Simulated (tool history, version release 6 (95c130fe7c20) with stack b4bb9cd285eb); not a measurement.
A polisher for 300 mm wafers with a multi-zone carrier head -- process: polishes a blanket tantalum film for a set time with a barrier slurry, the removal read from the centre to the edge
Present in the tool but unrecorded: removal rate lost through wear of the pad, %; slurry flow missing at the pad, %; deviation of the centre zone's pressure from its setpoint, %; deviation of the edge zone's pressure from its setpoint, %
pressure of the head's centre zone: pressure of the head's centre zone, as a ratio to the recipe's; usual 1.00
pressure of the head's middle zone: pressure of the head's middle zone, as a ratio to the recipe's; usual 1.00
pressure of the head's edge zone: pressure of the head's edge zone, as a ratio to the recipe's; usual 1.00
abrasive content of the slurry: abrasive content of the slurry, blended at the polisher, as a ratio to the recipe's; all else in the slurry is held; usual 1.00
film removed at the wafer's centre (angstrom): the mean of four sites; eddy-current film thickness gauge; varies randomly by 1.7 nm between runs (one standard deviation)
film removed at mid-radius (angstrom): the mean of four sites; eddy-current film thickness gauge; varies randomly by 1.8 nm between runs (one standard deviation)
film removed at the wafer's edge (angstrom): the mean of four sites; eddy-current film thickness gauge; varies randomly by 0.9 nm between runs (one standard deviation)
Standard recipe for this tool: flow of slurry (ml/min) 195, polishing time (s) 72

run,hour,flow of slurry (ml/min),pressure of the head's centre zone,pressure of the head's middle zone,pressure of the head's edge zone,abrasive content of the slurry,polishing time (s),wafers since the last listed run,wafers polished on this pad,hours since the slurry nozzle was cleaned,hours since the centre zone pressure was calibrated,hours since the edge zone pressure was calibrated,hours since the carrier head's membrane was replaced,"incoming thickness of the incoming film, nm",film removed at the wafer's centre (angstrom),film removed at mid-radius (angstrom),film removed at the wafer's edge (angstrom)
1,0.0,195,1.00,1.00,1.00,1.00,72,0,841,91.7,418.5,459.7,0.7,392.6,1197,1255,1306
2,38.9,195,1.00,1.00,1.00,1.00,72,201,1043,130.6,457.4,498.6,39.6,393.3,1230,1274,1288
3,88.1,220,1.00,1.00,1.00,1.00,72,255,1299,179.8,506.6,547.8,88.8,381.7,1199,1260,1296
4,129.0,195,1.00,1.00,1.00,1.00,72,212,1511,220.7,547.5,588.7,129.7,384.7,1157,1254,1263
5,194.7,195,1.00,0.96,1.00,1.00,72,341,1852,286.4,613.2,654.4,195.4,392.1,1160,1192,1243
6,234.5,195,1.00,1.00,1.00,0.90,72,206,2059,326.2,653.0,694.2,235.2,388.6,1122,1166,1221
# hour 296.4: worn pad replaced by a new one
7,296.8,195,1.00,1.00,0.88,1.00,72,302,2,388.5,715.3,756.5,297.5,383.7,1200,1271,1263
# hour 302.1: centre zone pressure recalibrated
8,345.5,225,1.00,1.07,1.11,1.00,72,242,244,437.2,43.4,805.2,346.2,385.9,1300,1374,1374
9,376.0,230,0.91,1.00,1.00,1.00,50,158,402,467.7,73.9,835.7,376.7,397.0,813,872,922
10,431.8,225,0.97,1.05,1.00,0.70,72,289,692,523.5,129.7,891.5,432.5,388.8,1169,1231,1249
# hour 452.6: slurry nozzle cleaned
11,483.5,195,1.00,1.00,1.00,1.00,72,263,955,30.9,181.4,943.2,484.2,389.8,1254,1245,1297
12,543.7,195,1.00,1.00,1.00,1.15,72,312,1268,91.1,241.6,1003.4,544.4,389.5,1263,1305,1319
13,628.1,195,0.94,0.92,1.00,1.25,91,438,1706,175.5,326.0,1087.8,628.8,391.2,1493,1476,1662
# hour 672.4: worn pad replaced by a new one
14,682.1,195,1.08,1.00,1.00,0.80,60,259,50,229.5,380.0,1141.8,682.8,384.2,1079,1014,1038
15,718.8,195,1.00,0.97,1.00,0.85,92,190,240,266.2,416.7,1178.5,719.5,393.2,1511,1559,1606
16,746.0,195,1.00,1.00,1.00,1.00,72,141,381,293.4,443.9,1205.7,746.7,391.3,1219,1256,1285
17,812.3,165,1.11,1.00,1.09,1.15,72,344,725,359.7,510.2,1272.0,813.0,389.3,1350,1260,1341
18,838.8,195,0.94,1.00,1.00,1.00,72,137,863,386.2,536.7,1298.5,839.5,390.9,1134,1274,1283
19,896.2,260,1.08,1.00,1.00,1.25,72,297,1161,443.6,594.1,1355.9,896.9,387.8,1370,1340,1360
# hour 905.0: slurry nozzle cleaned
# hour 922.4: edge zone pressure recalibrated
20,937.7,195,0.93,1.09,0.89,1.00,72,199,1361,32.7,635.6,15.3,938.4,390.6,1116,1325,1213
21,968.0,175,1.00,1.00,1.00,1.00,72,157,1518,63.0,665.9,45.6,968.7,393.9,1136,1172,1251
22,993.7,195,1.00,1.00,0.89,1.00,72,133,1651,88.7,691.6,71.3,994.4,396.8,1164,1208,1199

Forecast each of these 3 alternatives for the next run:
A,994.2,195,1.00,1.00,1.00,1.00,72,2,1654,89.2,692.1,71.8,994.9,391.0,?,?,?
B,994.2,160,1.00,1.06,1.09,1.15,72,2,1654,89.2,692.1,71.8,994.9,391.0,?,?,?
C,994.2,195,0.95,1.00,1.00,0.90,64,2,1654,89.2,692.1,71.8,994.9,391.0,?,?,?

run,film removed at the wafer's centre (angstrom),film removed at mid-radius (angstrom),film removed at the wafer's edge (angstrom)
A,1165,1216,1253
B,1162,1277,1302
C,967,1064,1096
Had the tool no hidden state, the same runs would have come out as:
run,film removed at the wafer's centre (angstrom),film removed at mid-radius (angstrom),film removed at the wafer's edge (angstrom)
A,1293,1273,1312
B,1289,1337,1363
C,1074,1113,1147
